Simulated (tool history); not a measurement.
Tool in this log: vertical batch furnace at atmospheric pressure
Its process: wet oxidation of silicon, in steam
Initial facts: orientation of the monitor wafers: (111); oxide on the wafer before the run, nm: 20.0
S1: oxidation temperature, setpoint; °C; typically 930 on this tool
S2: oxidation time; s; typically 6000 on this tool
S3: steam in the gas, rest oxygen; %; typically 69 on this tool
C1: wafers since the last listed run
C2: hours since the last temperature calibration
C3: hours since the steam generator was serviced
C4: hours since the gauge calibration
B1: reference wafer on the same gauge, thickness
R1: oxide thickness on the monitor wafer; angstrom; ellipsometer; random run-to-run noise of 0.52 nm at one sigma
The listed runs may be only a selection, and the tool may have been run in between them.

run,day,S1,S2,S3,C1,C2,C3,C4,B1,R1
1,0.000,930,6000,69,0,4216.5,2151.6,66.9,365.17,3266.7
2,1.821,930,6000,69,494,4260.2,2195.3,110.6,365.13,3257.1
3,2.512,930,6000,69,187,4276.8,2211.9,127.2,365.00,3261.3
4,3.146,930,6000,69,171,4292.0,2227.1,142.4,365.00,3265.5
5,3.550,930,6000,69,109,4301.7,2236.8,152.1,364.97,3260.8
# day 4.879: thermocouples replaced and temperature profile calibrated
6,4.900,930,8310,69,94,0.5,2269.2,184.5,364.96,4075.4
7,5.142,930,8310,69,65,6.3,2275.0,190.3,365.06,4079.6
8,5.383,930,8310,69,65,12.1,2280.8,196.1,364.94,4076.6
9,5.962,930,6000,73,157,26.0,2294.7,210.0,364.90,3388.1
10,6.488,911,4980,62,142,38.6,2307.3,222.6,365.04,2248.4
# day 8.008: steam generator serviced
11,8.029,930,3090,78,146,75.6,0.5,259.6,365.02,2338.3
12,8.271,930,6000,69,65,81.4,6.3,265.4,365.19,3420.6
13,8.658,938,6000,75,105,90.7,15.6,274.7,364.97,3834.1
# day 8.850: gauge calibrated
14,9.121,937,3960,77,125,101.8,26.7,6.5,364.96,2907.9
15,9.575,930,6000,69,123,112.7,37.6,17.4,365.07,3409.7

Run 16 comes next. What will it give?
16,10.054,930,8700,59,130,124.2,49.1,28.9,?,?

Logged for run 16: B1 364.97, R1 3970.5 angstrom.
With no hidden state in the tool, this same run would have given R1 4001.4 angstrom.

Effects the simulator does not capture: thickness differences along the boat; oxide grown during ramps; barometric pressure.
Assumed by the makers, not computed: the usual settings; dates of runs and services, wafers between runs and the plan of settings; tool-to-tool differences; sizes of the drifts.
